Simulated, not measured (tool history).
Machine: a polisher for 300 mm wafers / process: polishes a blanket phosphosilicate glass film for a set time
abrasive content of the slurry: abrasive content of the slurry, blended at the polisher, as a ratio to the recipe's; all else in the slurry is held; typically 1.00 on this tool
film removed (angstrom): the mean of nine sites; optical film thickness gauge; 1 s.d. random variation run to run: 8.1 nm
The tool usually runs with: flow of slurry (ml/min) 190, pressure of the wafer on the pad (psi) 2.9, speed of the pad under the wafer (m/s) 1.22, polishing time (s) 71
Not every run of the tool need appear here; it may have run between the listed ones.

run	day	flow of slurry (ml/min)	pressure of the wafer on the pad (psi)	speed of the pad under the wafer (m/s)	abrasive content of the slurry	polishing time (s)	wafers since the last listed run	wafers polished on this pad	hours since the slurry nozzle was cleaned	hours since the head pressure was calibrated	hours since the slurry blender was calibrated	hours since the conditioning disc was replaced	incoming thickness of the incoming film, nm	film removed (angstrom)
1	0.000	235	2.9	1.12	1.00	71	0	152	365.3	868.6	206.2	175.9	2631.6	6888
2	0.608	235	2.9	1.12	1.00	71	123	276	379.9	883.2	220.8	190.5	2676.7	6767
3	1.350	235	2.9	1.12	1.00	71	150	427	397.7	901.0	238.6	208.3	2698.4	6712
4	1.808	190	2.9	1.22	1.00	55	93	520	408.7	912.0	249.6	219.3	2655.7	5326
# day 2.100: worn pad replaced by a new one
5	2.229	170	2.9	1.22	0.90	71	51	26	418.8	922.1	259.7	229.4	2647.7	6372
6	2.812	170	2.9	1.22	0.90	71	118	144	432.8	936.1	273.7	243.4	2639.9	6316
# day 3.296: slurry blender recalibrated
7	3.338	190	2.9	1.22	1.00	51	89	234	445.4	948.7	1.0	256.0	2658.1	4804
8	4.058	190	2.9	1.22	1.00	51	146	381	462.7	966.0	18.3	273.3	2678.4	4760
9	4.396	190	2.9	1.14	1.00	71	68	450	470.8	974.1	26.4	281.4	2652.9	6322
# day 4.483: slurry nozzle cleaned
10	4.871	190	2.9	1.56	1.00	71	88	538	9.3	985.5	37.8	292.8	2694.1	8764
# day 5.158: worn pad replaced by a new one
# day 5.292: conditioning disc replaced and pad reconditioned
11	5.429	150	2.6	1.52	0.85	71	62	37	22.7	998.9	51.2	3.3	2639.9	6953
12	5.962	135	2.9	1.22	0.85	55	108	146	35.5	1011.7	64.0	16.1	2656.3	5110
# day 6.662: head pressure recalibrated
13	6.708	190	2.9	1.10	1.00	71	134	281	53.4	1.1	81.9	34.0	2648.4	6826
14	7.200	190	2.9	1.22	1.00	71	100	381	65.2	12.9	93.7	45.8	2644.5	7547
15	7.488	135	2.9	1.22	0.85	55	58	439	72.1	19.8	100.6	52.7	2656.7	4960
# day 7.821: worn pad replaced by a new one
16	8.212	190	2.9	1.22	1.10	86	113	79	89.5	37.2	118.0	70.1	2639.9	9288
17	8.854	190	2.9	1.22	1.00	71	130	210	104.9	52.6	133.4	85.5	2645.0	7386
18	9.354	190	3.3	1.22	1.00	71	101	312	116.9	64.6	145.4	97.5	2655.1	8187
19	9.612	155	2.9	1.38	0.90	71	52	364	123.1	70.8	151.6	103.7	2611.1	7285
20	10.054	150	2.9	1.08	1.20	60	89	454	133.7	81.4	162.2	114.3	2642.9	6010

How the hidden state differs across the entries between the runs, from the last listed run before each to the first after it:
Between runs 4 and 5: worn pad replaced by a new one (day 2.100)
  slurry flow missing at the pad, %: 37.3 -> 39.1
  measured minus no-state result, film removed (angstrom): -416 -> -596
Between runs 6 and 7: slurry blender recalibrated (day 3.296)
  slurry flow missing at the pad, %: 41.7 -> 44.2
  measured minus no-state result, film removed (angstrom): -658 -> -498
Between runs 9 and 10: slurry nozzle cleaned (day 4.483)
  slurry flow missing at the pad, %: 49.3 -> 0.552
  measured minus no-state result, film removed (angstrom): -804 -> -7
Between runs 10 and 11: worn pad replaced by a new one (day 5.158); conditioning disc replaced and pad reconditioned (day 5.292)
  slurry flow missing at the pad, %: 0.552 -> 0.646
  measured minus no-state result, film removed (angstrom): -7 -> -7
Between runs 12 and 13: head pressure recalibrated (day 6.662)
  slurry flow missing at the pad, %: 0.809 -> 1.16
  measured minus no-state result, film removed (angstrom): -8 -> -10
Between runs 15 and 16: worn pad replaced by a new one (day 7.821)
  slurry flow missing at the pad, %: 1.67 -> 2.29
  measured minus no-state result, film removed (angstrom): -15 -> -29
